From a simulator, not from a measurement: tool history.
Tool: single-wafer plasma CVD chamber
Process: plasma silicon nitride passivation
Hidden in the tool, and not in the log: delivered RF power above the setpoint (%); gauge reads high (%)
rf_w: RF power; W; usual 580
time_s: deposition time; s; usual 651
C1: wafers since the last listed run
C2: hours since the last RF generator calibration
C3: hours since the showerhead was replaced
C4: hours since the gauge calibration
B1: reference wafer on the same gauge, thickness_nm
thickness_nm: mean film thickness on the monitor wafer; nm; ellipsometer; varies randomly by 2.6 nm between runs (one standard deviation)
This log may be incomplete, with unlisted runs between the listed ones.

Run 1, hour 0.0: usual settings; C1 0; C2 681.0; C3 5434.9; C4 164.1; B1 919.574. Result: thickness_nm 1015.841 nm.
Run 2, hour 39.2: usual settings; C1 96; C2 720.2; C3 5474.1; C4 203.3; B1 920.101. Result: thickness_nm 1013.809 nm.
Run 3, hour 112.8: usual settings; C1 181; C2 793.8; C3 5547.7; C4 276.9; B1 920.691. Result: thickness_nm 1018.617 nm.
Run 4, hour 152.3: usual settings; C1 97; C2 833.3; C3 5587.2; C4 316.4; B1 919.745. Result: thickness_nm 1011.034 nm.
Run 5, hour 202.9: usual settings; C1 124; C2 883.9; C3 5637.8; C4 367.0; B1 919.738. Result: thickness_nm 1012.843 nm.
Run 6, hour 262.8: usual settings; C1 147; C2 943.8; C3 5697.7; C4 426.9; B1 920.291. Result: thickness_nm 1014.258 nm.
Run 7, hour 340.0: usual settings but time_s 733 s; C1 189; C2 1021.0; C3 5774.9; C4 504.1; B1 919.345. Result: thickness_nm 1132.694 nm.
Run 8, hour 414.7: usual settings but time_s 733 s; C1 183; C2 1095.7; C3 5849.6; C4 578.8; B1 920.028. Result: thickness_nm 1141.323 nm.
Run 9, hour 451.4: usual settings but time_s 733 s; C1 90; C2 1132.4; C3 5886.3; C4 615.5; B1 918.975. Result: thickness_nm 1139.076 nm.
Run 10, hour 534.1: usual settings; C1 203; C2 1215.1; C3 5969.0; C4 698.2; B1 920.381. Result: thickness_nm 1007.905 nm.
Run 11, hour 577.2: usual settings; C1 106; C2 1258.2; C3 6012.1; C4 741.3; B1 919.419. Result: thickness_nm 1003.742 nm.
Run 12, hour 646.0: usual settings but rf_w 550 W; C1 169; C2 1327.0; C3 6080.9; C4 810.1; B1 920.735. Result: thickness_nm 994.723 nm.
Run 13, hour 696.1: usual settings; C1 123; C2 1377.1; C3 6131.0; C4 860.2; B1 919.831. Result: thickness_nm 1010.029 nm.
At hour 758.2: RF generator calibrated.
Run 14, hour 758.7: usual settings; C1 134; C2 0.5; C3 6193.6; C4 922.8; B1 920.164. Result: thickness_nm 1037.422 nm.
At hour 858.2: showerhead replaced.
Run 15, hour 885.4: usual settings but time_s 689 s; C1 291; C2 127.2; C3 27.2; C4 1049.5; B1 920.233. Result: thickness_nm 1098.361 nm.
Run 16, hour 988.9: usual settings but rf_w 625 W; C1 254; C2 230.7; C3 130.7; C4 1153.0; B1 919.711. Result: thickness_nm 1051.146 nm.
Run 17, hour 1056.2: usual settings but time_s 590 s; C1 165; C2 298.0; C3 198.0; C4 1220.3; B1 920.134. Result: thickness_nm 937.892 nm.
At hour 1129.8: gauge calibrated.
Run 18, hour 1144.6: usual settings but time_s 549 s; C1 217; C2 386.4; C3 286.4; C4 14.8; B1 920.095. Result: thickness_nm 864.711 nm.
Run 19, hour 1187.5: usual settings; C1 105; C2 429.3; C3 329.3; C4 57.7; B1 920.343. Result: thickness_nm 1022.312 nm.
Run 20, hour 1288.4: usual settings; C1 248; C2 530.2; C3 430.2; C4 158.6; B1 920.079. Result: thickness_nm 1024.086 nm.
Run 21, hour 1346.1: usual settings but rf_w 495 W; C1 141; C2 587.9; C3 487.9; C4 216.3; B1 919.315. Result: thickness_nm 985.150 nm.

Run 22 has not been measured yet. What should we expect?
Run 22, hour 1430.8: usual settings but rf_w 530 W, time_s 700 s; C1 208; C2 672.6; C3 572.6; C4 301.0; B1 ?. Result: thickness_nm ?.

{"run 22": {"B1": 919.627, "thickness_nm": 1073.347}}
Take away the tool's hidden state, keep the run-to-run variation as it was, and the same run would have given thickness_nm 1091.066 nm.
